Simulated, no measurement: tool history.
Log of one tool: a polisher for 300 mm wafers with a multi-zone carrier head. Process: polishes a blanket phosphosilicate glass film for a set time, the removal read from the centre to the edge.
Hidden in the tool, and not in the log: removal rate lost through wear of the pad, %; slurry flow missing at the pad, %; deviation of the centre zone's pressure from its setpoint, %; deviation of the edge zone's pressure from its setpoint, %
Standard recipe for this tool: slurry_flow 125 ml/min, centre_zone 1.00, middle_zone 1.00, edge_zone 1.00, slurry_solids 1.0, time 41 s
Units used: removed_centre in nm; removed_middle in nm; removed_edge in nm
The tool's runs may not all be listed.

| run | hour | slurry_flow | centre_zone | middle_zone | edge_zone | slurry_solids | time | wafers since the last listed run | wafers polished on this pad | hours since the slurry nozzle was cleaned | hours since the centre zone pressure was calibrated | hours since the edge zone pressure was calibrated | hours since the carrier head's membrane was replaced | incoming thickness of the incoming film, nm | removed_centre | removed_middle | removed_edge |
|---|---|---|---|---|---|---|---|---|---|---|---|---|---|---|---|---|---|
| 1 | 0.0 | 105 | 1.00 | 1.00 | 1.00 | 1.0 | 41 | 0 | 1224 | 141.4 | 1081.6 | 455.1 | 624.9 | 3847.7 | 182.0 | 185.1 | 180.8 |
|  | 19.9 | edge zone pressure recalibrated |
| 2 | 59.5 | 105 | 1.00 | 1.00 | 1.00 | 1.0 | 41 | 637 | 1861 | 200.9 | 1141.1 | 39.6 | 684.4 | 3857.4 | 180.4 | 179.2 | 184.7 |
| 3 | 139.3 | 125 | 1.00 | 1.00 | 1.00 | 1.0 | 41 | 884 | 2745 | 280.7 | 1220.9 | 119.4 | 764.2 | 3850.2 | 185.1 | 186.9 | 184.6 |
|  | 177.5 | worn pad replaced by a new one |
| 4 | 199.5 | 125 | 1.00 | 1.00 | 1.00 | 1.0 | 41 | 622 | 243 | 340.9 | 1281.1 | 179.6 | 824.4 | 3932.9 | 193.4 | 191.5 | 196.2 |
|  | 257.6 | carrier head's membrane replaced by a new one |
| 5 | 306.2 | 125 | 1.00 | 1.00 | 1.00 | 1.0 | 41 | 1126 | 1370 | 447.6 | 1387.8 | 286.3 | 48.6 | 3825.5 | 185.7 | 188.3 | 188.4 |
| 6 | 394.4 | 125 | 1.00 | 1.00 | 1.00 | 1.0 | 41 | 977 | 2347 | 535.8 | 1476.0 | 374.5 | 136.8 | 3868.7 | 186.1 | 186.0 | 184.6 |
|  | 422.1 | slurry nozzle cleaned |
| 7 | 459.9 | 125 | 1.00 | 1.00 | 1.00 | 1.0 | 41 | 714 | 3062 | 37.8 | 1541.5 | 440.0 | 202.3 | 3842.1 | 180.7 | 182.2 | 187.5 |
|  | 462.4 | centre zone pressure recalibrated |
|  | 500.1 | worn pad replaced by a new one |
|  | 503.8 | edge zone pressure recalibrated |
| 8 | 504.3 | 125 | 1.00 | 1.00 | 1.00 | 1.0 | 41 | 403 | 24 | 82.2 | 41.9 | 0.5 | 246.7 | 3859.3 | 192.7 | 195.0 | 191.9 |
| 9 | 558.3 | 125 | 1.09 | 1.00 | 1.00 | 1.0 | 41 | 598 | 622 | 136.2 | 95.9 | 54.5 | 300.7 | 3900.3 | 198.4 | 185.2 | 189.4 |
| 10 | 632.9 | 125 | 1.00 | 1.00 | 1.00 | 1.0 | 41 | 826 | 1448 | 210.8 | 170.5 | 129.1 | 375.3 | 3862.7 | 184.8 | 183.8 | 189.6 |
| 11 | 681.7 | 125 | 1.00 | 1.00 | 1.00 | 1.2 | 41 | 540 | 1989 | 259.6 | 219.3 | 177.9 | 424.1 | 3908.9 | 208.7 | 206.1 | 214.5 |
|  | 752.6 | worn pad replaced by a new one |
| 12 | 779.1 | 125 | 1.00 | 1.07 | 1.00 | 1.0 | 45 | 1034 | 293 | 357.0 | 316.7 | 275.3 | 521.5 | 3835.8 | 210.1 | 224.4 | 208.3 |
| 13 | 819.8 | 155 | 1.00 | 1.00 | 0.94 | 1.0 | 41 | 450 | 743 | 397.7 | 357.4 | 316.0 | 562.2 | 3862.0 | 193.6 | 191.0 | 190.0 |
|  | 909.1 | slurry nozzle cleaned |
| 14 | 914.9 | 125 | 0.95 | 1.00 | 0.96 | 1.0 | 41 | 1042 | 1786 | 5.8 | 452.5 | 411.1 | 657.3 | 3859.0 | 179.3 | 182.7 | 186.0 |
| 15 | 988.5 | 125 | 1.00 | 1.00 | 1.00 | 1.0 | 41 | 815 | 2601 | 79.4 | 526.1 | 484.7 | 730.9 | 3934.6 | 182.7 | 184.6 | 185.7 |
|  | 1035.2 | edge zone pressure recalibrated |
|  | 1036.3 | worn pad replaced by a new one |
|  | 1087.4 | carrier head's membrane replaced by a new one |
| 16 | 1093.3 | 165 | 1.00 | 1.07 | 1.00 | 1.0 | 51 | 1070 | 576 | 184.2 | 630.9 | 58.1 | 5.9 | 3871.0 | 244.5 | 254.5 | 248.1 |
| 17 | 1167.6 | 115 | 0.95 | 1.00 | 1.00 | 1.0 | 55 | 823 | 1399 | 258.5 | 705.2 | 132.4 | 80.2 | 3873.1 | 237.1 | 245.4 | 251.0 |
| 18 | 1254.4 | 125 | 1.00 | 1.00 | 1.00 | 1.0 | 41 | 961 | 2360 | 345.3 | 792.0 | 219.2 | 167.0 | 3869.4 | 187.2 | 177.9 | 180.9 |
|  | 1316.4 | worn pad replaced by a new one |
| 19 | 1343.8 | 140 | 1.00 | 1.00 | 1.11 | 1.0 | 41 | 946 | 303 | 434.7 | 881.4 | 308.6 | 256.4 | 3845.0 | 195.0 | 196.6 | 208.0 |
| 20 | 1399.6 | 125 | 1.05 | 0.95 | 1.00 | 1.0 | 28 | 618 | 921 | 490.5 | 937.2 | 364.4 | 312.2 | 3814.8 | 133.0 | 120.9 | 130.7 |
|  | 1449.0 | slurry nozzle cleaned |
| 21 | 1484.3 | 125 | 1.11 | 1.00 | 1.00 | 1.0 | 41 | 927 | 1848 | 35.3 | 1021.9 | 449.1 | 396.9 | 3832.7 | 197.8 | 182.5 | 183.9 |

Each run again, without the hidden state but with its own random variation kept:
| run | removed_centre | removed_middle | removed_edge |
|---|---|---|---|
| 1 | 190.6 | 193.8 | 189.4 |
| 2 | 190.8 | 189.5 | 195.3 |
| 3 | 197.1 | 198.9 | 196.5 |
| 4 | 196.9 | 194.9 | 199.7 |
| 5 | 195.6 | 198.3 | 198.4 |
| 6 | 198.1 | 198.0 | 196.4 |
| 7 | 193.0 | 194.6 | 200.3 |
| 8 | 194.3 | 196.6 | 193.5 |
| 9 | 205.2 | 191.5 | 195.9 |
| 10 | 194.7 | 193.8 | 199.9 |
| 11 | 221.4 | 218.7 | 227.6 |
| 12 | 214.7 | 229.3 | 212.8 |
| 13 | 201.1 | 198.5 | 197.4 |
| 14 | 190.1 | 193.8 | 197.3 |
| 15 | 195.1 | 197.1 | 198.2 |
| 16 | 251.7 | 262.0 | 255.4 |
| 17 | 248.8 | 257.5 | 263.4 |
| 18 | 198.5 | 188.6 | 191.8 |
| 19 | 198.7 | 200.3 | 211.9 |
| 20 | 138.3 | 125.8 | 136.0 |
| 21 | 209.1 | 192.9 | 194.5 |

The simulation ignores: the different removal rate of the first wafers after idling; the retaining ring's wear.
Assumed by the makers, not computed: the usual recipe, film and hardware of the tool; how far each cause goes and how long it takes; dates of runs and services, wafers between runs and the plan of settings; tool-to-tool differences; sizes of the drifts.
